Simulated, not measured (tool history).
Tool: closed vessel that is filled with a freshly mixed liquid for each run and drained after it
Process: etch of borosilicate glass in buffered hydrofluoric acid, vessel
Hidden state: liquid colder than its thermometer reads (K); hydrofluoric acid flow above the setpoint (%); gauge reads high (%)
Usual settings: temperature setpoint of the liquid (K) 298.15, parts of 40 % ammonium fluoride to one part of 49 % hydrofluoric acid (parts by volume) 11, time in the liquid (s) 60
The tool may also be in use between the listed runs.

run	hour	temperature setpoint of the liquid (K)	parts of 40 % ammonium fluoride to one part of 49 % hydrofluoric acid (parts by volume)	time in the liquid (s)	wafers since the last listed run	hours since the thermometer was replaced	hours since the hydrofluoric acid flow meter was replaced	hours since the gauge calibration	read-back film thickness of the borosilicate glass reference wafer, read on the same gauge (nm)	thickness taken off the borosilicate glass on a monitor wafer (angstrom)
1	0	296.15	11	60	0	973	381.3	248.1	107.51	638.9
2	57.3	296.15	11	60	5136	1030.3	438.6	305.4	107.1	639
3	153.5	298.15	11	60	8622	1126.5	534.8	401.6	106.53	704.1
4	223.6	298.15	11	60	6283	1196.6	604.9	471.7	106.17	698
5	306.2	298.15	11	60	7403	1279.2	687.5	554.3	105.85	697.2
6	395.9	298.15	11	60	8040	1368.9	777.2	644	105.54	700.5
7	436.8	298.15	11	60	3666	1409.8	818.1	684.9	105.41	690.5
# hour 499.6: hydrofluoric acid flow meter replaced
8	513	298.15	14.5	60	6740	1486	13.4	761.1	105.3	529.4
9	552	298.15	14.5	60	3495	1525	52.4	800.1	105.2	525.6
10	624.6	295.15	11	60	6507	1597.6	125	872.7	105.02	592
11	704.6	295.15	11	60	7170	1677.6	205	952.7	104.92	579.8
12	743.5	298.15	11	60	3486	1716.5	243.9	991.6	104.89	694.8
13	782.1	298.15	11	60	3459	1755.1	282.5	1030.2	104.83	696.8
14	845.5	298.15	11	60	5682	1818.5	345.9	1093.6	104.79	687.4
# hour 849.9: gauge calibrated
15	897.1	293.65	8	80	4625	1870.1	397.5	47.2	110.3	1009.1
16	961.2	298.15	11	60	5745	1934.2	461.6	111.3	109.54	733.5
17	1020.9	303.15	11	85	5351	1993.9	521.3	171	108.95	1297.8
18	1124.2	302.15	7.5	70	9259	2097.2	624.6	274.3	108.12	1479.6
19	1207.1	298.15	11	60	7430	2180.1	707.5	357.2	107.59	697.4
# hour 1420.6: hydrofluoric acid flow meter replaced
20	1503.5	302.15	11	60	26477	2476.5	82.9	653.6	106.37	869
21	1583.1	298.15	11	60	7134	2556.1	162.5	733.2	106.12	697.2
22	1633.2	296.15	14.5	45	4490	2606.2	212.6	783.3	106.04	352.8
# hour 1658.8: thermometer replaced
23	1697.1	298.15	11	80	5637	38.3	276.5	847.2	105.9	914.5
24	1742.6	296.15	13.5	90	4078	83.8	322	892.7	105.82	756.4
25	1891.7	298.15	11	60	13364	232.9	471.1	1041.8	105.63	684.7
26	1981.2	294.65	13.5	85	8022	322.4	560.6	1131.3	105.55	657.5
27	2084.6	293.65	12.5	75	9268	425.8	664	1234.7	105.44	589.7

Forecast each of these 3 alternatives for the next run:
A	2085.3	298.15	11	60	62	426.5	664.7	1235.4	?	?
B	2085.3	295.15	13.5	60	62	426.5	664.7	1235.4	?	?
C	2085.3	298.15	12.5	60	62	426.5	664.7	1235.4	?	?

run	read-back film thickness of the borosilicate glass reference wafer, read on the same gauge (nm)	thickness taken off the borosilicate glass on a monitor wafer (angstrom)
A	105.45	705
B	105.45	490.1
C	105.45	621.5
Without the tool's hidden state the same runs would have given:
run	thickness taken off the borosilicate glass on a monitor wafer (angstrom)
A	735.4
B	511.3
C	648.3
